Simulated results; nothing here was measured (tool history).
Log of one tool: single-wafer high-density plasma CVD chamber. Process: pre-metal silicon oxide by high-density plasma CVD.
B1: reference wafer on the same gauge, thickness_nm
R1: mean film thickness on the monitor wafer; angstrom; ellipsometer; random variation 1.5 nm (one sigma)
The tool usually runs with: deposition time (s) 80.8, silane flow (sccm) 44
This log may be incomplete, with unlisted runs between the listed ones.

run 1 day=0.000 | deposition_time_(s)=80.8 silane_flow_(sccm)=44 | B1=274.277 | R1=2922.78
run 2 day=2.929 | deposition_time_(s)=80.8 silane_flow_(sccm)=44 | B1=274.131 | R1=2905.31
run 3 day=4.042 | deposition_time_(s)=74.8 silane_flow_(sccm)=44 | B1=273.823 | R1=2703.78
run 4 day=5.112 | deposition_time_(s)=74.8 silane_flow_(sccm)=44 | B1=274.318 | R1=2705.34
run 5 day=7.925 | deposition_time_(s)=74.8 silane_flow_(sccm)=44 | B1=274.070 | R1=2701.89
run 6 day=10.912 | deposition_time_(s)=80.8 silane_flow_(sccm)=41 | B1=274.072 | R1=2731.98
run 7 day=12.146 | deposition_time_(s)=80.8 silane_flow_(sccm)=41 | B1=274.110 | R1=2707.95
run 8 day=13.500 | deposition_time_(s)=80.8 silane_flow_(sccm)=41 | B1=273.832 | R1=2688.63
run 9 day=15.396 | deposition_time_(s)=80.8 silane_flow_(sccm)=44 | B1=273.919 | R1=2919.94
run 10 day=18.333 | deposition_time_(s)=72.5 silane_flow_(sccm)=41 | B1=274.370 | R1=2422.87
run 11 day=20.858 | deposition_time_(s)=80.8 silane_flow_(sccm)=44 | B1=274.074 | R1=2860.63
run 12 day=21.921 | deposition_time_(s)=80.8 silane_flow_(sccm)=44 | B1=273.968 | R1=2861.97
run 13 day=24.004 | deposition_time_(s)=80.8 silane_flow_(sccm)=44 | B1=273.961 | R1=2877.95
run 14 day=25.479 | deposition_time_(s)=85.6 silane_flow_(sccm)=44 | B1=273.768 | R1=3029.21
run 15 day=28.188 | deposition_time_(s)=85.6 silane_flow_(sccm)=44 | B1=273.900 | R1=3010.21
-- day=29.175 silane flow controller replaced
-- day=31.167 gauge calibrated
run 16 day=32.692 | deposition_time_(s)=80.8 silane_flow_(sccm)=44 | B1=274.162 | R1=2740.82
run 17 day=35.196 | deposition_time_(s)=80.8 silane_flow_(sccm)=44 | B1=274.124 | R1=2763.89
run 18 day=37.492 | deposition_time_(s)=80.8 silane_flow_(sccm)=42 | B1=273.995 | R1=2630.52
-- day=42.212 silane flow controller replaced, repeated, since the last time left the tool worse
run 19 day=43.350 | deposition_time_(s)=80.8 silane_flow_(sccm)=44 | B1=274.000 | R1=2967.82
run 20 day=45.438 | deposition_time_(s)=80.8 silane_flow_(sccm)=36 | B1=274.128 | R1=2429.79
run 21 day=46.458 | deposition_time_(s)=90.6 silane_flow_(sccm)=41 | B1=274.145 | R1=3099.45
run 22 day=48.658 | deposition_time_(s)=80.8 silane_flow_(sccm)=44 | B1=273.868 | R1=2977.54
run 23 day=50.171 | deposition_time_(s)=90.3 silane_flow_(sccm)=44 | B1=273.944 | R1=3289.85
run 24 day=51.733 | deposition_time_(s)=80.8 silane_flow_(sccm)=44 | B1=274.160 | R1=2964.80
run 25 day=54.596 | deposition_time_(s)=89.0 silane_flow_(sccm)=51 | B1=274.073 | R1=3759.52
run 26 day=56.554 | deposition_time_(s)=75.7 silane_flow_(sccm)=38 | B1=274.057 | R1=2395.75
run 27 day=58.917 | deposition_time_(s)=88.6 silane_flow_(sccm)=44 | B1=273.774 | R1=3252.91
run 28 day=60.092 | deposition_time_(s)=68.0 silane_flow_(sccm)=47 | B1=274.288 | R1=2654.67
run 29 day=62.404 | deposition_time_(s)=80.8 silane_flow_(sccm)=44 | B1=273.933 | R1=2931.04
run 30 day=63.721 | deposition_time_(s)=80.8 silane_flow_(sccm)=44 | B1=273.993 | R1=2955.47
run 31 day=65.454 | deposition_time_(s)=75.4 silane_flow_(sccm)=40 | B1=273.884 | R1=2514.96
run 32 day=68.012 | deposition_time_(s)=80.8 silane_flow_(sccm)=44 | B1=274.104 | R1=2967.49
run 33 day=69.900 | deposition_time_(s)=67.1 silane_flow_(sccm)=40 | B1=273.557 | R1=2215.54
run 34 day=71.733 | deposition_time_(s)=90.8 silane_flow_(sccm)=41 | B1=274.489 | R1=3089.69
run 35 day=72.933 | deposition_time_(s)=85.6 silane_flow_(sccm)=44 | B1=273.909 | R1=3076.34
run 36 day=75.308 | deposition_time_(s)=80.8 silane_flow_(sccm)=38 | B1=274.286 | R1=2533.20

4 options for the next run, each taken on its own from the tool as it stands now. Forecast them:
run A day=75.325 | deposition_time_(s)=71.1 silane_flow_(sccm)=44 | B1=? | R1=?
run B day=75.325 | deposition_time_(s)=95.5 silane_flow_(sccm)=38 | B1=? | R1=?
run C day=75.325 | deposition_time_(s)=67.4 silane_flow_(sccm)=37 | B1=? | R1=?
run D day=75.325 | deposition_time_(s)=88.7 silane_flow_(sccm)=51 | B1=? | R1=?

run=A B1=273.907 R1=2569.32
run=B B1=273.907 R1=2994.50
run=C B1=273.907 R1=2059.69
run=D B1=273.907 R1=3700.03
With no hidden state in the tool, these same runs would have given:
run=A R1=2600.10
run=B R1=3030.38
run=C R1=2084.37
run=D R1=3744.37
